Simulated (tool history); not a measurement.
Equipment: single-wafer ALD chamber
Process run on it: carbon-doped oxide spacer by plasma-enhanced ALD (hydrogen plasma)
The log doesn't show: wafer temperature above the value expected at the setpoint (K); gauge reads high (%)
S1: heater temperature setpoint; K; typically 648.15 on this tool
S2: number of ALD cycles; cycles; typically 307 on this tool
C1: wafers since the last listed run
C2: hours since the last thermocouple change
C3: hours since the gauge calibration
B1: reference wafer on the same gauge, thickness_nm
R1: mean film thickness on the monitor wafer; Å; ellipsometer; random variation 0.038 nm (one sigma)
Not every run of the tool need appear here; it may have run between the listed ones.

run 1 hour=0.0 | S1=648.15 S2=307 | C1=0 C2=699.0 C3=312.3 | B1=13.065 | R1=151.75
run 2 hour=314.0 | S1=648.15 S2=307 | C1=534 C2=1013.0 C3=626.3 | B1=13.038 | R1=151.83
run 3 hour=404.4 | S1=648.15 S2=307 | C1=153 C2=1103.4 C3=716.7 | B1=13.022 | R1=149.84
run 4 hour=565.5 | S1=659.15 S2=307 | C1=274 C2=1264.5 C3=877.8 | B1=13.010 | R1=150.87
run 5 hour=670.9 | S1=648.15 S2=325 | C1=179 C2=1369.9 C3=983.2 | B1=12.987 | R1=159.23
run 6 hour=710.5 | S1=648.15 S2=325 | C1=67 C2=1409.5 C3=1022.8 | B1=12.992 | R1=159.53
run 7 hour=809.3 | S1=658.15 S2=307 | C1=168 C2=1508.3 C3=1121.6 | B1=12.974 | R1=150.63
run 8 hour=880.3 | S1=653.15 S2=307 | C1=120 C2=1579.3 C3=1192.6 | B1=12.966 | R1=150.57
run 9 hour=948.9 | S1=653.15 S2=307 | C1=116 C2=1647.9 C3=1261.2 | B1=12.955 | R1=150.17
run 10 hour=1037.9 | S1=648.15 S2=307 | C1=151 C2=1736.9 C3=1350.2 | B1=12.945 | R1=150.57
run 11 hour=1084.1 | S1=652.15 S2=307 | C1=78 C2=1783.1 C3=1396.4 | B1=12.942 | R1=149.49
run 12 hour=1179.2 | S1=652.15 S2=307 | C1=161 C2=1878.2 C3=1491.5 | B1=12.939 | R1=149.43
-- hour=1210.7 gauge calibrated
run 13 hour=1270.1 | S1=652.15 S2=307 | C1=154 C2=1969.1 C3=59.4 | B1=13.114 | R1=152.09
run 14 hour=1361.3 | S1=639.15 S2=290 | C1=155 C2=2060.3 C3=150.6 | B1=13.096 | R1=142.76
run 15 hour=1404.8 | S1=636.15 S2=280 | C1=73 C2=2103.8 C3=194.1 | B1=13.087 | R1=138.86
run 16 hour=1463.9 | S1=648.15 S2=307 | C1=100 C2=2162.9 C3=253.2 | B1=13.085 | R1=151.74
run 17 hour=1542.2 | S1=648.15 S2=307 | C1=133 C2=2241.2 C3=331.5 | B1=13.078 | R1=151.53
run 18 hour=1595.9 | S1=643.15 S2=329 | C1=91 C2=2294.9 C3=385.2 | B1=13.067 | R1=162.55
run 19 hour=1656.5 | S1=660.15 S2=307 | C1=103 C2=2355.5 C3=445.8 | B1=13.068 | R1=152.11
run 20 hour=1719.3 | S1=653.15 S2=367 | C1=106 C2=2418.3 C3=508.6 | B1=13.060 | R1=181.49
run 21 hour=1769.9 | S1=648.15 S2=307 | C1=86 C2=2468.9 C3=559.2 | B1=13.056 | R1=150.55
run 22 hour=1904.0 | S1=652.15 S2=307 | C1=228 C2=2603.0 C3=693.3 | B1=13.029 | R1=150.53
-- hour=1945.5 thermocouple changed; heater temperature recalibrated
run 23 hour=1946.0 | S1=663.15 S2=336 | C1=57 C2=0.5 C3=735.3 | B1=13.029 | R1=165.03
run 24 hour=2022.6 | S1=648.15 S2=307 | C1=130 C2=77.1 C3=811.9 | B1=13.029 | R1=150.46
run 25 hour=2094.0 | S1=648.15 S2=286 | C1=121 C2=148.5 C3=883.3 | B1=13.013 | R1=139.97
run 26 hour=2193.1 | S1=644.15 S2=278 | C1=168 C2=247.6 C3=982.4 | B1=13.010 | R1=136.75
run 27 hour=2257.3 | S1=648.15 S2=307 | C1=109 C2=311.8 C3=1046.6 | B1=12.990 | R1=150.28
run 28 hour=2331.1 | S1=639.15 S2=258 | C1=125 C2=385.6 C3=1120.4 | B1=12.985 | R1=126.59
run 29 hour=2403.8 | S1=641.15 S2=280 | C1=123 C2=458.3 C3=1193.1 | B1=12.976 | R1=136.97
run 30 hour=2452.6 | S1=652.15 S2=359 | C1=83 C2=507.1 C3=1241.9 | B1=12.971 | R1=174.48

Below are 4 alternative next runs, each starting from the tool's condition after run 30. Predict each:
run A hour=2453.5 | S1=648.15 S2=266 | C1=1 C2=508.0 C3=1242.8 | B1=? | R1=?
run B hour=2453.5 | S1=641.15 S2=307 | C1=1 C2=508.0 C3=1242.8 | B1=? | R1=?
run C hour=2453.5 | S1=633.15 S2=326 | C1=1 C2=508.0 C3=1242.8 | B1=? | R1=?
run D hour=2453.5 | S1=635.15 S2=324 | C1=1 C2=508.0 C3=1242.8 | B1=? | R1=?

run=A B1=12.962 R1=129.81
run=B B1=12.962 R1=149.81
run=C B1=12.962 R1=159.09
run=D B1=12.962 R1=158.11
Without the tool's hidden state the same runs would have given:
run=A R1=131.11
run=B R1=151.32
run=C R1=160.69
run=D R1=159.70

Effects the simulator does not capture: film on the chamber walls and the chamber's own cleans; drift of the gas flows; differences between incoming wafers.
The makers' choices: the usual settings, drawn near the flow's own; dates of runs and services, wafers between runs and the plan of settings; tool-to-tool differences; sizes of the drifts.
